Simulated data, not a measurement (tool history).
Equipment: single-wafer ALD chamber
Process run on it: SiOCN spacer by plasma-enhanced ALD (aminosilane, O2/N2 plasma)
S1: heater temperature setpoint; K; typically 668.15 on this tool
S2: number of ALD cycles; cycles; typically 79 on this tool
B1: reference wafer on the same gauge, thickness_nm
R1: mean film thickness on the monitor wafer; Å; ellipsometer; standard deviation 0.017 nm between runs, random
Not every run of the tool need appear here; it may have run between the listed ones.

run,hour,S1,S2,B1,R1
1,0,668.15,73,5.06,42.62
2,21.1,664.15,79,5.066,46.46
3,44.9,668.15,91,5.058,53.54
4,63.1,668.15,91,5.066,53.46
5,82.5,668.15,79,5.059,46.3
6,95.4,679.15,79,5.065,45.96
7,119.8,668.15,79,5.066,46.82
8,147.5,668.15,79,5.06,46.73
9,159.9,680.15,91,5.064,52.4
# hour 170.5: gauge calibrated
10,182.5,672.15,89,4.997,51.91
11,201.5,681.15,91,5.008,52.19
12,234.3,668.15,79,5.022,46.05
# hour 269.9: thermocouple changed; heater temperature recalibrated
13,270.4,681.15,67,5.035,38.55
14,286.5,657.15,89,5.04,52.27
15,362.1,663.15,79,5.046,46.61
16,381.4,675.15,68,5.043,39.8
17,397.8,656.15,73,5.05,42.97

3 options for the next run, each taken on its own from the tool as it stands now. Forecast them:
A,398.4,668.15,79,?,?
B,398.4,668.15,67,?,?
C,398.4,678.15,67,?,?

run,B1,R1
A,5.051,46.42
B,5.051,39.37
C,5.051,38.92
The same runs, with their run-to-run variation unchanged, on a tool lacking any hidden condition would have given:
run,R1
A,45.86
B,38.9
C,38.45
